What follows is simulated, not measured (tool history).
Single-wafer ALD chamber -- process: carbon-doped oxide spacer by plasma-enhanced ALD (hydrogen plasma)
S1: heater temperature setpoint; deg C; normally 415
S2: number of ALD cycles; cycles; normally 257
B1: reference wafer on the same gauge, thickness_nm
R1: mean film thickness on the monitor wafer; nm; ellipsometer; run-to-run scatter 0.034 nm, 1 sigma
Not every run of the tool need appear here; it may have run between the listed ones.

run	hour	S1	S2	B1	R1
1	0	405	257	15.695	13.963
2	63.9	415	234	15.705	12.376
3	92.5	415	234	15.698	12.342
4	139.6	415	234	15.691	12.341
5	207.3	415	257	15.697	13.642
6	245.4	415	257	15.693	13.553
7	277.6	408	257	15.701	13.837
8	312	408	257	15.689	13.912
9	435.5	410	257	15.707	13.831
10	630	410	257	15.709	13.762
11	695.7	410	257	15.702	13.789
12	756	415	286	15.715	15.017
13	823	415	286	15.709	15.024
14	950.7	415	228	15.692	12.037
15	999	415	228	15.69	12.063
16	1067.7	425	257	15.702	13.14
17	1111.3	425	257	15.702	13.148
18	1180.8	425	257	15.683	13.14
19	1233	415	257	15.693	13.523
20	1265.8	415	257	15.704	13.549
21	1314.1	415	257	15.715	13.508
22	1346.8	415	224	15.711	11.743
23	1398.1	423	230	15.697	11.816
24	1446.2	427	289	15.687	14.692
25	1480.8	426	229	15.699	11.625
26	1530.9	409	257	15.678	13.758
# hour 1564.7: gauge calibrated
27	1598.1	415	281	15.687	14.778
28	1633.4	415	257	15.691	13.507
29	1663.1	429	239	15.707	12.019
30	1687.6	421	257	15.689	13.303
# hour 1699.4: thermocouple changed; heater temperature recalibrated
31	1733.7	415	257	15.69	13.717
32	1773.2	415	300	15.697	16.092
33	1813.8	415	257	15.688	13.75
34	1895.1	403	231	15.702	12.729
35	1935.7	430	301	15.708	15.411
36	1981.2	404	283	15.696	15.543
37	2052.7	430	292	15.687	14.993
38	2094.1	415	289	15.703	15.395
39	2165.4	422	272	15.696	14.238
40	2196.6	415	257	15.697	13.716
41	2224.4	407	274	15.705	14.985
42	2269.7	426	215	15.699	11.115
43	2305.6	415	257	15.685	13.623
44	2345.3	423	237	15.71	12.353
45	2387	408	283	15.679	15.369

Had the tool no unlogged condition, and each run kept its random variation, what would the results have been?
Hidden state at play: wafer temperature above the value expected at the setpoint (K); gauge reads high (%).
run	R1
1	14.098
2	12.503
3	12.471
4	12.473
5	13.793
6	13.707
7	13.994
8	14.073
9	14.002
10	13.947
11	13.98
12	15.233
13	15.246
14	12.224
15	12.254
16	13.36
17	13.372
18	13.369
19	13.756
20	13.785
21	13.748
22	11.954
23	12.036
24	14.973
25	11.85
26	14.016
27	15.065
28	13.773
29	12.267
30	13.573
31	13.726
32	16.106
33	13.765
34	12.748
35	15.441
36	15.575
37	15.032
38	15.437
39	14.284
40	13.762
41	15.037
42	11.158
43	13.677
44	12.406
45	15.436
